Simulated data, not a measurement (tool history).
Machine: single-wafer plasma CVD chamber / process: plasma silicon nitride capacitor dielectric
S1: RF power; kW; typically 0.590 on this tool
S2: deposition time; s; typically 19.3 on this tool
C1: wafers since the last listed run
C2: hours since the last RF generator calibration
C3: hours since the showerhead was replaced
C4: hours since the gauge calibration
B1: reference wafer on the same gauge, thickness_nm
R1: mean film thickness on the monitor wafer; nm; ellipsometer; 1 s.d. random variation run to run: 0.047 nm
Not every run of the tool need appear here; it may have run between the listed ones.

run	hour	S1	S2	C1	C2	C3	C4	B1	R1
1	0.0	0.620	22.3	0	1396.7	4940.7	293.2	27.786	35.677
2	9.9	0.620	22.3	250	1406.6	4950.6	303.1	27.803	35.693
# hour 12.6: gauge calibrated
3	19.3	0.635	19.3	238	1416.0	4960.0	6.7	27.793	31.033
4	27.1	0.495	18.2	197	1423.8	4967.8	14.5	27.799	27.637
5	34.2	0.495	18.2	179	1430.9	4974.9	21.6	27.787	27.495
6	43.6	0.495	18.2	238	1440.3	4984.3	31.0	27.799	27.627
7	56.3	0.590	21.7	321	1453.0	4997.0	43.7	27.808	34.272
8	71.0	0.590	16.3	372	1467.7	5011.7	58.4	27.805	25.781
9	85.1	0.590	19.3	357	1481.8	5025.8	72.5	27.795	30.447
10	102.8	0.590	19.3	448	1499.5	5043.5	90.2	27.794	30.486
11	120.6	0.560	16.5	451	1517.3	5061.3	108.0	27.806	25.748
12	136.8	0.560	16.5	410	1533.5	5077.5	124.2	27.800	25.742
13	153.2	0.560	16.5	415	1549.9	5093.9	140.6	27.798	25.702
14	164.8	0.590	17.4	293	1561.5	5105.5	152.2	27.801	27.553
15	174.2	0.590	17.4	238	1570.9	5114.9	161.6	27.790	27.443
16	187.4	0.590	17.4	334	1584.1	5128.1	174.8	27.796	27.484
17	197.5	0.590	19.3	255	1594.2	5138.2	184.9	27.799	30.514
18	211.6	0.590	19.3	357	1608.3	5152.3	199.0	27.805	30.567
19	219.9	0.590	17.1	210	1616.6	5160.6	207.3	27.801	26.941
20	254.6	0.590	17.1	879	1651.3	5195.3	242.0	27.801	26.929
21	268.4	0.545	19.3	349	1665.1	5209.1	255.8	27.810	29.883
22	279.0	0.655	16.4	268	1675.7	5219.7	266.4	27.809	26.583
# hour 287.3: gauge calibrated
23	292.8	0.590	19.3	349	1689.5	5233.5	5.5	27.798	30.435
24	306.7	0.590	19.3	352	1703.4	5247.4	19.4	27.802	30.561
25	321.6	0.510	16.5	377	1718.3	5262.3	34.3	27.804	25.110
26	337.3	0.620	22.3	397	1734.0	5278.0	50.0	27.804	35.705
27	346.2	0.475	19.3	225	1742.9	5286.9	58.9	27.793	28.918
28	355.3	0.505	17.9	230	1752.0	5296.0	68.0	27.782	27.238
29	361.3	0.590	17.4	152	1758.0	5302.0	74.0	27.806	27.523
30	378.1	0.510	17.9	425	1774.8	5318.8	90.8	27.798	27.273
# hour 391.4: RF generator calibrated
31	391.9	0.555	17.7	146	0.5	5332.6	104.6	27.806	27.966
32	396.1	0.590	19.3	106	4.7	5336.8	108.8	27.797	31.058
33	407.9	0.660	21.9	299	16.5	5348.6	120.6	27.810	36.120
34	423.5	0.630	16.3	395	32.1	5364.2	136.2	27.795	26.651
# hour 440.1: showerhead replaced
35	440.5	0.635	16.9	228	49.1	0.4	153.2	27.801	27.669
36	457.4	0.490	21.0	428	66.0	17.3	170.1	27.801	32.161
37	475.0	0.640	15.5	446	83.6	34.9	187.7	27.805	25.333
38	492.5	0.510	16.4	443	101.1	52.4	205.2	27.811	25.354
39	508.1	0.590	21.8	395	116.7	68.0	220.8	27.813	34.895
40	524.9	0.660	21.4	425	133.5	84.8	237.6	27.793	35.259
41	531.8	0.505	21.4	174	140.4	91.7	244.5	27.796	32.929
42	547.0	0.685	17.5	385	155.6	106.9	259.7	27.801	28.988
43	557.7	0.590	17.9	271	166.3	117.6	270.4	27.800	28.688
# hour 565.3: gauge calibrated
44	568.1	0.555	21.0	263	176.7	128.0	2.8	27.796	33.122

Subtracting, for every run, the result it would have given without the tool's unlogged condition from the measured result gives the following. The same run-to-run variation enters both numbers; the gauge's scatter may not:
Unlogged tool condition in this case: delivered RF power above the setpoint (%); gauge reads high (%).
run	R1
1	-0.696
2	-0.698
3	-0.608
4	-0.543
5	-0.541
6	-0.545
7	-0.678
8	-0.510
9	-0.605
10	-0.607
11	-0.516
12	-0.516
13	-0.518
14	-0.556
15	-0.555
16	-0.557
17	-0.619
18	-0.622
19	-0.549
20	-0.551
21	-0.613
22	-0.546
23	-0.626
24	-0.630
25	-0.518
26	-0.739
27	-0.600
28	-0.565
29	-0.572
30	-0.568
31	-0.094
32	-0.107
33	-0.139
34	-0.114
35	-0.132
36	-0.169
37	-0.145
38	-0.157
39	-0.231
40	-0.249
41	-0.238
42	-0.221
43	-0.226
44	-0.269
